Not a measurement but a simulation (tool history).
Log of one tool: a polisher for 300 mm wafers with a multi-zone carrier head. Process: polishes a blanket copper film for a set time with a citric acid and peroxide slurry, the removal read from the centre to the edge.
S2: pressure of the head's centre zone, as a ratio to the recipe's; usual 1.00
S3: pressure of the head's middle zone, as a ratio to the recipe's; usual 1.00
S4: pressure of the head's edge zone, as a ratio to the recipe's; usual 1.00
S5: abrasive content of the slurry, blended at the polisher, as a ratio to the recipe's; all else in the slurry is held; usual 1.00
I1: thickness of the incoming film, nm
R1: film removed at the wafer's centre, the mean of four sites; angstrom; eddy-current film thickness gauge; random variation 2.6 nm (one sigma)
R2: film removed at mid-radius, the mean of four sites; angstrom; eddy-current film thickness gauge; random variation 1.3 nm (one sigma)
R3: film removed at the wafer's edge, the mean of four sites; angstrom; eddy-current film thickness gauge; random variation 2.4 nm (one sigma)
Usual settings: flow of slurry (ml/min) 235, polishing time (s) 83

{"run": 1, "hour": 0.0, "flow of slurry (ml/min)": 280, "S2": 1.0, "S3": 1.0, "S4": 1.0, "S5": 1.0, "polishing time (s)": 83, "I1": 539.4, "R1": 1793, "R2": 1864, "R3": 1828}
{"run": 2, "hour": 12.2, "flow of slurry (ml/min)": 280, "S2": 1.0, "S3": 1.0, "S4": 1.0, "S5": 1.0, "polishing time (s)": 83, "I1": 538.2, "R1": 1796, "R2": 1840, "R3": 1855}
{"run": 3, "hour": 29.3, "flow of slurry (ml/min)": 280, "S2": 1.0, "S3": 1.0, "S4": 1.0, "S5": 1.0, "polishing time (s)": 83, "I1": 537.4, "R1": 1795, "R2": 1824, "R3": 1801}
{"run": 4, "hour": 61.7, "flow of slurry (ml/min)": 235, "S2": 1.0, "S3": 1.0, "S4": 1.0, "S5": 1.0, "polishing time (s)": 83, "I1": 541.9, "R1": 1734, "R2": 1761, "R3": 1762}
{"hour": 72.6, "done": "slurry nozzle cleaned"}
{"run": 5, "hour": 95.2, "flow of slurry (ml/min)": 235, "S2": 1.0, "S3": 1.0, "S4": 1.0, "S5": 1.0, "polishing time (s)": 83, "I1": 532.9, "R1": 1657, "R2": 1687, "R3": 1675}
{"run": 6, "hour": 122.1, "flow of slurry (ml/min)": 300, "S2": 0.89, "S3": 1.0, "S4": 1.11, "S5": 1.0, "polishing time (s)": 83, "I1": 531.8, "R1": 1458, "R2": 1703, "R3": 1722}
{"hour": 149.1, "done": "worn pad replaced by a new one, of another model than before"}
{"run": 7, "hour": 157.1, "flow of slurry (ml/min)": 155, "S2": 1.0, "S3": 1.0, "S4": 1.0, "S5": 1.0, "polishing time (s)": 83, "I1": 549.4, "R1": 1538, "R2": 1587, "R3": 1686}
{"hour": 167.8, "done": "edge zone pressure recalibrated"}
{"run": 8, "hour": 179.6, "flow of slurry (ml/min)": 235, "S2": 1.0, "S3": 1.0, "S4": 1.0, "S5": 1.0, "polishing time (s)": 83, "I1": 532.0, "R1": 1783, "R2": 1839, "R3": 1838}
{"run": 9, "hour": 200.6, "flow of slurry (ml/min)": 270, "S2": 1.0, "S3": 1.0, "S4": 0.94, "S5": 1.0, "polishing time (s)": 83, "I1": 538.4, "R1": 1852, "R2": 1870, "R3": 1802}
{"hour": 238.5, "done": "carrier head's membrane replaced by a new one"}
{"run": 10, "hour": 239.0, "flow of slurry (ml/min)": 155, "S2": 1.0, "S3": 1.0, "S4": 1.0, "S5": 1.0, "polishing time (s)": 83, "I1": 540.9, "R1": 1471, "R2": 1568, "R3": 1637}
{"hour": 278.9, "done": "slurry nozzle cleaned"}
{"run": 11, "hour": 319.6, "flow of slurry (ml/min)": 235, "S2": 1.0, "S3": 1.0, "S4": 1.0, "S5": 0.85, "polishing time (s)": 83, "I1": 546.1, "R1": 1606, "R2": 1633, "R3": 1652}
{"run": 12, "hour": 347.4, "flow of slurry (ml/min)": 155, "S2": 1.0, "S3": 1.0, "S4": 1.0, "S5": 0.85, "polishing time (s)": 83, "I1": 539.8, "R1": 1362, "R2": 1388, "R3": 1405}
{"hour": 352.1, "done": "worn pad replaced by a new one"}
{"run": 13, "hour": 379.6, "flow of slurry (ml/min)": 235, "S2": 1.0, "S3": 1.0, "S4": 1.0, "S5": 1.0, "polishing time (s)": 74, "I1": 540.2, "R1": 1614, "R2": 1608, "R3": 1573}
{"run": 14, "hour": 412.6, "flow of slurry (ml/min)": 235, "S2": 1.12, "S3": 1.08, "S4": 1.0, "S5": 0.8, "polishing time (s)": 102, "I1": 528.7, "R1": 2303, "R2": 2292, "R3": 2074}
{"run": 15, "hour": 441.8, "flow of slurry (ml/min)": 235, "S2": 1.0, "S3": 1.0, "S4": 1.0, "S5": 1.2, "polishing time (s)": 102, "I1": 550.4, "R1": 2162, "R2": 2254, "R3": 2218}
{"run": 16, "hour": 466.3, "flow of slurry (ml/min)": 235, "S2": 1.1, "S3": 0.9, "S4": 1.0, "S5": 0.75, "polishing time (s)": 70, "I1": 532.0, "R1": 1480, "R2": 1296, "R3": 1392}
{"run": 17, "hour": 485.2, "flow of slurry (ml/min)": 235, "S2": 1.0, "S3": 1.0, "S4": 1.0, "S5": 1.0, "polishing time (s)": 83, "I1": 536.2, "R1": 1636, "R2": 1746, "R3": 1695}
{"hour": 501.9, "done": "slurry nozzle cleaned"}
{"run": 18, "hour": 506.9, "flow of slurry (ml/min)": 235, "S2": 1.0, "S3": 1.0, "S4": 1.0, "S5": 1.0, "polishing time (s)": 83, "I1": 540.6, "R1": 1660, "R2": 1700, "R3": 1724}
{"run": 19, "hour": 535.9, "flow of slurry (ml/min)": 310, "S2": 1.0, "S3": 0.91, "S4": 1.0, "S5": 1.0, "polishing time (s)": 63, "I1": 547.8, "R1": 1271, "R2": 1184, "R3": 1279}
{"run": 20, "hour": 551.2, "flow of slurry (ml/min)": 235, "S2": 1.0, "S3": 1.09, "S4": 1.0, "S5": 1.0, "polishing time (s)": 99, "I1": 544.4, "R1": 1841, "R2": 2078, "R3": 1899}
{"run": 21, "hour": 574.0, "flow of slurry (ml/min)": 305, "S2": 1.0, "S3": 1.0, "S4": 1.0, "S5": 1.15, "polishing time (s)": 83, "I1": 538.0, "R1": 1626, "R2": 1641, "R3": 1651}
{"hour": 585.8, "done": "worn pad replaced by a new one"}
{"run": 22, "hour": 588.9, "flow of slurry (ml/min)": 235, "S2": 0.94, "S3": 1.0, "S4": 1.0, "S5": 1.0, "polishing time (s)": 83, "I1": 542.3, "R1": 1704, "R2": 1833, "R3": 1773}

Forecast each of these 3 alternatives for the next run:
{"run": "A", "hour": 589.4, "flow of slurry (ml/min)": 235, "S2": 1.0, "S3": 1.0, "S4": 1.0, "S5": 1.0, "polishing time (s)": 83, "I1": 539.8, "R1": "?", "R2": "?", "R3": "?"}
{"run": "B", "hour": 589.4, "flow of slurry (ml/min)": 235, "S2": 0.9, "S3": 1.0, "S4": 1.0, "S5": 1.0, "polishing time (s)": 83, "I1": 539.8, "R1": "?", "R2": "?", "R3": "?"}
{"run": "C", "hour": 589.4, "flow of slurry (ml/min)": 235, "S2": 0.89, "S3": 1.0, "S4": 1.0, "S5": 1.0, "polishing time (s)": 72, "I1": 539.8, "R1": "?", "R2": "?", "R3": "?"}

run=A R1=1784 R2=1846 R3=1769
run=B R1=1620 R2=1847 R3=1769
run=C R1=1391 R2=1603 R3=1534
Without the tool's hidden state the same runs would have given:
run=A R1=1807 R2=1870 R3=1791
run=B R1=1641 R2=1871 R3=1791
run=C R1=1409 R2=1623 R3=1554
